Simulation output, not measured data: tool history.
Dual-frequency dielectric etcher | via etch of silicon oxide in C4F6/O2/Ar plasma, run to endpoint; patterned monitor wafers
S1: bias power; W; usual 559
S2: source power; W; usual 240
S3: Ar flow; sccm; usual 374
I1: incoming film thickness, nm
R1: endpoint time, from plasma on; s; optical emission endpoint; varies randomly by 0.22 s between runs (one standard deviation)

{"run": 1, "hour": 0.0, "S1": 559, "S2": 210, "S3": 374, "I1": 186.5, "R1": 44.0}
{"run": 2, "hour": 29.8, "S1": 559, "S2": 240, "S3": 374, "I1": 187.2, "R1": 42.5}
{"run": 3, "hour": 47.4, "S1": 559, "S2": 240, "S3": 374, "I1": 187.5, "R1": 42.7}
{"run": 4, "hour": 71.3, "S1": 559, "S2": 240, "S3": 374, "I1": 187.2, "R1": 42.5}
{"hour": 109.1, "done": "wet clean of the chamber"}
{"hour": 113.4, "done": "bias power generator calibrated"}
{"run": 5, "hour": 113.9, "S1": 559, "S2": 240, "S3": 374, "I1": 186.8, "R1": 40.9}
{"run": 6, "hour": 132.4, "S1": 559, "S2": 240, "S3": 374, "I1": 186.8, "R1": 41.2}
{"hour": 159.1, "done": "source power generator calibrated"}
{"hour": 162.0, "done": "Ar flow controller replaced"}
{"hour": 167.6, "done": "wet clean of the chamber, repeated, since the last time left the tool worse"}
{"hour": 174.5, "done": "upper electrode replaced"}
{"run": 7, "hour": 175.0, "S1": 559, "S2": 240, "S3": 352, "I1": 187.1, "R1": 43.4}
{"run": 8, "hour": 182.1, "S1": 673, "S2": 280, "S3": 323, "I1": 187.8, "R1": 38.8}
{"run": 9, "hour": 210.6, "S1": 559, "S2": 240, "S3": 374, "I1": 186.2, "R1": 43.5}
{"run": 10, "hour": 229.0, "S1": 605, "S2": 290, "S3": 331, "I1": 187.0, "R1": 39.6}
{"run": 11, "hour": 253.2, "S1": 559, "S2": 240, "S3": 374, "I1": 186.4, "R1": 43.6}
{"run": 12, "hour": 266.9, "S1": 617, "S2": 300, "S3": 329, "I1": 187.4, "R1": 38.6}
{"run": 13, "hour": 288.0, "S1": 443, "S2": 200, "S3": 457, "I1": 186.3, "R1": 50.3}
{"run": 14, "hour": 301.3, "S1": 634, "S2": 240, "S3": 300, "I1": 186.2, "R1": 40.2}
{"run": 15, "hour": 333.0, "S1": 559, "S2": 240, "S3": 374, "I1": 185.8, "R1": 43.1}

Here are 3 independent what-if runs from the current tool condition. What would each one return?
{"run": "A", "hour": 333.4, "S1": 559, "S2": 240, "S3": 460, "I1": 186.7, "R1": "?"}
{"run": "B", "hour": 333.4, "S1": 444, "S2": 220, "S3": 307, "I1": 186.7, "R1": "?"}
{"run": "C", "hour": 333.4, "S1": 422, "S2": 260, "S3": 435, "I1": 186.7, "R1": "?"}

run=A R1=44.6
run=B R1=45.6
run=C R1=46.8
With no hidden state in the tool, these same runs would have given:
run=A R1=45.1
run=B R1=46.2
run=C R1=47.4

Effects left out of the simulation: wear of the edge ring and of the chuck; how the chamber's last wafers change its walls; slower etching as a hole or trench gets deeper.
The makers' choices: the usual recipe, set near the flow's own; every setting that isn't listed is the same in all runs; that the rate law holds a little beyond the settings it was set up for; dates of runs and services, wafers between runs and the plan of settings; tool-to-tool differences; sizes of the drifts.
